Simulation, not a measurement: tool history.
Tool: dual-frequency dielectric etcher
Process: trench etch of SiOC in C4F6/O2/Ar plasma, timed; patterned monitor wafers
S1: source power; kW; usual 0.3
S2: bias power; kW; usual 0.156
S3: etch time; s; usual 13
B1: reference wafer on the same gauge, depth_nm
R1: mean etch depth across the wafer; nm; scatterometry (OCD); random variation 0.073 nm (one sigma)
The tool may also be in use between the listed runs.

run 1 hour=0 | S1=0.34 S2=0.156 S3=13 | B1=19.79 | R1=24.67
run 2 hour=33.5 | S1=0.34 S2=0.156 S3=13 | B1=19.79 | R1=24.76
run 3 hour=59.1 | S1=0.34 S2=0.156 S3=13 | B1=19.8 | R1=24.83
run 4 hour=79.9 | S1=0.3 S2=0.156 S3=13 | B1=19.8 | R1=22.83
run 5 hour=100.4 | S1=0.3 S2=0.156 S3=13 | B1=19.79 | R1=22.92
-- hour=146.7 wet clean of the chamber
run 6 hour=147.2 | S1=0.3 S2=0.156 S3=13 | B1=19.8 | R1=23.42
-- hour=148.9 gauge calibrated
run 7 hour=151.9 | S1=0.3 S2=0.187 S3=13 | B1=19.8 | R1=24.75
run 8 hour=187.9 | S1=0.34 S2=0.142 S3=13 | B1=19.81 | R1=24.35
-- hour=193.6 bias power generator calibrated
-- hour=216.2 wet clean of the chamber, repeated, since the last time left the tool worse
-- hour=227.8 upper electrode replaced
-- hour=228.4 source power generator calibrated
run 9 hour=228.9 | S1=0.34 S2=0.156 S3=13 | B1=19.8 | R1=24.31
run 10 hour=235.5 | S1=0.25 S2=0.184 S3=15.5 | B1=19.8 | R1=25.25
run 11 hour=268.1 | S1=0.26 S2=0.166 S3=11.5 | B1=19.8 | R1=18.6

The next listed run, before its measurement:
run 12 hour=364.2 | S1=0.35 S2=0.186 S3=16 | B1=? | R1=?

B1: 19.8
R1: 32.64 nm
Without the tool's hidden state the same run would have given R1 32.36 nm.

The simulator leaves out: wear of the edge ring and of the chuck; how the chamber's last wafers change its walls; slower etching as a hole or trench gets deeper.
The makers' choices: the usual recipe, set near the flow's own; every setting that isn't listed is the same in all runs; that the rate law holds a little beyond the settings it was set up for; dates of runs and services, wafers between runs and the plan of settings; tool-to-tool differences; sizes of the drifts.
